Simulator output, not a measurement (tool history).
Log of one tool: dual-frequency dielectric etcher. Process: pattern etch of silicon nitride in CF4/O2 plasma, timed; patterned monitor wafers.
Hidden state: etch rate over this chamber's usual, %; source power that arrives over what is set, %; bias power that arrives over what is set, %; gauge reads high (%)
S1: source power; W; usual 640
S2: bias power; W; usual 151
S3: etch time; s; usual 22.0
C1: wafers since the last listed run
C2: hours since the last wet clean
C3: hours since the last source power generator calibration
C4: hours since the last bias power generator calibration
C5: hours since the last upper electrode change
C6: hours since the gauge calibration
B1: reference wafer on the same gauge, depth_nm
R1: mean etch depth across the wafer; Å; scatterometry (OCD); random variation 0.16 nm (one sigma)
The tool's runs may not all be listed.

run 1 hour=0.0 | S1=640 S2=151 S3=22.0 | C1=0 C2=336.3 C3=64.6 C4=941.6 C5=3084.6 C6=1755.8 | B1=43.8 | R1=505
run 2 hour=27.5 | S1=640 S2=151 S3=22.0 | C1=434 C2=363.8 C3=92.1 C4=969.1 C5=3112.1 C6=1783.3 | B1=43.8 | R1=504
run 3 hour=76.2 | S1=640 S2=151 S3=22.0 | C1=770 C2=412.5 C3=140.8 C4=1017.8 C5=3160.8 C6=1832.0 | B1=43.8 | R1=503
run 4 hour=123.4 | S1=640 S2=151 S3=18.5 | C1=746 C2=459.7 C3=188.0 C4=1065.0 C5=3208.0 C6=1879.2 | B1=43.8 | R1=425
run 5 hour=187.1 | S1=640 S2=151 S3=18.5 | C1=1007 C2=523.4 C3=251.7 C4=1128.7 C5=3271.7 C6=1942.9 | B1=43.8 | R1=423
run 6 hour=224.9 | S1=640 S2=151 S3=22.0 | C1=597 C2=561.2 C3=289.5 C4=1166.5 C5=3309.5 C6=1980.7 | B1=43.8 | R1=502
run 7 hour=252.0 | S1=640 S2=125 S3=22.0 | C1=428 C2=588.3 C3=316.6 C4=1193.6 C5=3336.6 C6=2007.8 | B1=43.8 | R1=452
-- hour=302.7 wet clean of the chamber
run 8 hour=304.6 | S1=640 S2=171 S3=17.0 | C1=452 C2=1.9 C3=369.2 C4=1246.2 C5=3389.2 C6=2060.4 | B1=43.8 | R1=416
run 9 hour=357.6 | S1=730 S2=117 S3=16.5 | C1=838 C2=54.9 C3=422.2 C4=1299.2 C5=3442.2 C6=2113.4 | B1=43.8 | R1=348
run 10 hour=384.6 | S1=640 S2=151 S3=22.0 | C1=426 C2=81.9 C3=449.2 C4=1326.2 C5=3469.2 C6=2140.4 | B1=43.8 | R1=504
run 11 hour=431.5 | S1=640 S2=161 S3=20.0 | C1=741 C2=128.8 C3=496.1 C4=1373.1 C5=3516.1 C6=2187.3 | B1=43.8 | R1=473
run 12 hour=482.7 | S1=790 S2=151 S3=22.0 | C1=809 C2=180.0 C3=547.3 C4=1424.3 C5=3567.3 C6=2238.5 | B1=43.8 | R1=556
-- hour=510.9 gauge calibrated
run 13 hour=535.0 | S1=640 S2=164 S3=18.0 | C1=827 C2=232.3 C3=599.6 C4=1476.6 C5=3619.6 C6=24.1 | B1=43.8 | R1=428
-- hour=558.7 bias power generator calibrated
run 14 hour=578.0 | S1=640 S2=151 S3=27.0 | C1=616 C2=275.3 C3=642.6 C4=19.3 C5=3662.6 C6=67.1 | B1=43.8 | R1=630
-- hour=644.4 upper electrode replaced
run 15 hour=644.9 | S1=640 S2=132 S3=25.5 | C1=678 C2=342.2 C3=709.5 C4=86.2 C5=0.5 C6=134.0 | B1=43.8 | R1=549
run 16 hour=689.6 | S1=570 S2=151 S3=19.0 | C1=706 C2=386.9 C3=754.2 C4=130.9 C5=45.2 C6=178.7 | B1=43.8 | R1=418
run 17 hour=750.2 | S1=640 S2=151 S3=22.0 | C1=958 C2=447.5 C3=814.8 C4=191.5 C5=105.8 C6=239.3 | B1=43.8 | R1=509
run 18 hour=817.5 | S1=510 S2=136 S3=27.5 | C1=1064 C2=514.8 C3=882.1 C4=258.8 C5=173.1 C6=306.6 | B1=43.8 | R1=543
run 19 hour=852.5 | S1=770 S2=137 S3=18.5 | C1=553 C2=549.8 C3=917.1 C4=293.8 C5=208.1 C6=341.6 | B1=43.8 | R1=442
-- hour=888.2 wet clean of the chamber
run 20 hour=888.7 | S1=640 S2=186 S3=22.0 | C1=192 C2=0.5 C3=953.3 C4=330.0 C5=244.3 C6=377.8 | B1=43.8 | R1=571
run 21 hour=941.1 | S1=540 S2=138 S3=22.0 | C1=828 C2=52.9 C3=1005.7 C4=382.4 C5=296.7 C6=430.2 | B1=43.8 | R1=447
run 22 hour=1009.6 | S1=640 S2=151 S3=22.0 | C1=1083 C2=121.4 C3=1074.2 C4=450.9 C5=365.2 C6=498.7 | B1=43.8 | R1=509
run 23 hour=1073.7 | S1=640 S2=151 S3=22.0 | C1=1013 C2=185.5 C3=1138.3 C4=515.0 C5=429.3 C6=562.8 | B1=43.8 | R1=506
run 24 hour=1098.9 | S1=640 S2=151 S3=16.0 | C1=398 C2=210.7 C3=1163.5 C4=540.2 C5=454.5 C6=588.0 | B1=43.8 | R1=368
run 25 hour=1127.7 | S1=640 S2=151 S3=22.0 | C1=455 C2=239.5 C3=1192.3 C4=569.0 C5=483.3 C6=616.8 | B1=43.8 | R1=509
run 26 hour=1165.8 | S1=500 S2=115 S3=19.0 | C1=602 C2=277.6 C3=1230.4 C4=607.1 C5=521.4 C6=654.9 | B1=43.8 | R1=333
run 27 hour=1205.9 | S1=640 S2=161 S3=22.0 | C1=634 C2=317.7 C3=1270.5 C4=647.2 C5=561.5 C6=695.0 | B1=43.8 | R1=525
run 28 hour=1284.6 | S1=530 S2=170 S3=25.5 | C1=1244 C2=396.4 C3=1349.2 C4=725.9 C5=640.2 C6=773.7 | B1=43.8 | R1=577
run 29 hour=1353.9 | S1=710 S2=151 S3=19.5 | C1=1095 C2=465.7 C3=1418.5 C4=795.2 C5=709.5 C6=843.0 | B1=43.8 | R1=472

The same runs without the tool's hidden state, with the same run-to-run variation:
run=1 R1=511
run=2 R1=510
run=3 R1=509
run=4 R1=431
run=5 R1=429
run=6 R1=510
run=7 R1=459
run=8 R1=423
run=9 R1=353
run=10 R1=513
run=11 R1=482
run=12 R1=566
run=13 R1=437
run=14 R1=631
run=15 R1=550
run=16 R1=419
run=17 R1=511
run=18 R1=545
run=19 R1=444
run=20 R1=574
run=21 R1=450
run=22 R1=512
run=23 R1=510
run=24 R1=371
run=25 R1=513
run=26 R1=335
run=27 R1=530
run=28 R1=583
run=29 R1=478

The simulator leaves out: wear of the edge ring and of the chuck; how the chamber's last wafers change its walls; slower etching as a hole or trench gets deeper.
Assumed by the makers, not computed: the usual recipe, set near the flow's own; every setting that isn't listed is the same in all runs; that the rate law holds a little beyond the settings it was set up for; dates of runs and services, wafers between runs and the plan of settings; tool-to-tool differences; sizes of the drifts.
